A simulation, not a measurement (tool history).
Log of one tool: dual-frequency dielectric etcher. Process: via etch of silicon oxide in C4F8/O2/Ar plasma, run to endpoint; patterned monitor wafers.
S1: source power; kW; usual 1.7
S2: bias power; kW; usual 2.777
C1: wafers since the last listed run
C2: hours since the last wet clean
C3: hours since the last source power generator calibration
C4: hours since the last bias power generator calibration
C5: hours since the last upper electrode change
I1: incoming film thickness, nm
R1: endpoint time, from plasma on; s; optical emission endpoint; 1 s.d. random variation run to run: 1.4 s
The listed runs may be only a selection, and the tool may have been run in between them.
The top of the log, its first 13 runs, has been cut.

run 14 hour=681.2 | S1=1.7 S2=2.368 | C1=176 C2=268.1 C3=2734.1 C4=337.2 C5=1754.3 | I1=1279.8 | R1=264.9
run 15 hour=724.8 | S1=1.87 S2=2.294 | C1=158 C2=311.7 C3=2777.7 C4=380.8 C5=1797.9 | I1=1281.5 | R1=255.6
run 16 hour=790.6 | S1=1.7 S2=2.777 | C1=239 C2=377.5 C3=2843.5 C4=446.6 C5=1863.7 | I1=1282.9 | R1=261.3
run 17 hour=839.4 | S1=1.9 S2=3.143 | C1=177 C2=426.3 C3=2892.3 C4=495.4 C5=1912.5 | I1=1287.2 | R1=242.9
run 18 hour=901.8 | S1=1.44 S2=2.588 | C1=226 C2=488.7 C3=2954.7 C4=557.8 C5=1974.9 | I1=1283.9 | R1=287.4
run 19 hour=971.7 | S1=1.35 S2=2.152 | C1=254 C2=558.6 C3=3024.6 C4=627.7 C5=2044.8 | I1=1279.7 | R1=307.1
-- hour=999.8 source power generator calibrated
-- hour=1009.1 upper electrode replaced
-- hour=1028.7 wet clean of the chamber
run 20 hour=1029.2 | S1=2.01 S2=3.088 | C1=89 C2=0.5 C3=29.4 C4=685.2 C5=20.1 | I1=1269.7 | R1=226.7
run 21 hour=1052.2 | S1=1.51 S2=2.117 | C1=83 C2=23.5 C3=52.4 C4=708.2 C5=43.1 | I1=1279.2 | R1=277.3
run 22 hour=1115.5 | S1=1.7 S2=2.777 | C1=230 C2=86.8 C3=115.7 C4=771.5 C5=106.4 | I1=1278 | R1=253.5
run 23 hour=1184.2 | S1=1.82 S2=2.411 | C1=249 C2=155.5 C3=184.4 C4=840.2 C5=175.1 | I1=1272.2 | R1=253.3
run 24 hour=1252.4 | S1=1.7 S2=2.777 | C1=247 C2=223.7 C3=252.6 C4=908.4 C5=243.3 | I1=1283.5 | R1=253.7
run 25 hour=1324 | S1=1.7 S2=3.193 | C1=260 C2=295.3 C3=324.2 C4=980 C5=314.9 | I1=1270.8 | R1=245
run 26 hour=1395.2 | S1=2 S2=3.287 | C1=258 C2=366.5 C3=395.4 C4=1051.2 C5=386.1 | I1=1271.9 | R1=228.1
run 27 hour=1447.8 | S1=2.05 S2=2.309 | C1=191 C2=419.1 C3=448 C4=1103.8 C5=438.7 | I1=1273.6 | R1=244.7
run 28 hour=1485.7 | S1=1.7 S2=2.777 | C1=137 C2=457 C3=485.9 C4=1141.7 C5=476.6 | I1=1279.2 | R1=259.3
run 29 hour=1529.9 | S1=1.47 S2=3.155 | C1=160 C2=501.2 C3=530.1 C4=1185.9 C5=520.8 | I1=1275.9 | R1=267.3
run 30 hour=1595.8 | S1=1.7 S2=2.777 | C1=239 C2=567.1 C3=596 C4=1251.8 C5=586.7 | I1=1284.6 | R1=262.9
-- hour=1670.2 wet clean of the chamber
run 31 hour=1670.7 | S1=1.91 S2=2.191 | C1=184 C2=0.5 C3=670.9 C4=1326.7 C5=661.6 | I1=1266.7 | R1=244.4
run 32 hour=1712.3 | S1=1.86 S2=2.103 | C1=151 C2=42.1 C3=712.5 C4=1368.3 C5=703.2 | I1=1266.1 | R1=249.7
run 33 hour=1769.8 | S1=2 S2=2.556 | C1=208 C2=99.6 C3=770 C4=1425.8 C5=760.7 | I1=1277.7 | R1=236.8

The next listed run, before its measurement:
run 34 hour=1838.7 | S1=1.7 S2=2.777 | C1=250 C2=168.5 C3=838.9 C4=1494.7 C5=829.6 | I1=1293.6 | R1=?

{"run 34": {"R1": 252.7}}
On a tool with no hidden condition, and with the same random variation, this run would have come out at R1 250 s.

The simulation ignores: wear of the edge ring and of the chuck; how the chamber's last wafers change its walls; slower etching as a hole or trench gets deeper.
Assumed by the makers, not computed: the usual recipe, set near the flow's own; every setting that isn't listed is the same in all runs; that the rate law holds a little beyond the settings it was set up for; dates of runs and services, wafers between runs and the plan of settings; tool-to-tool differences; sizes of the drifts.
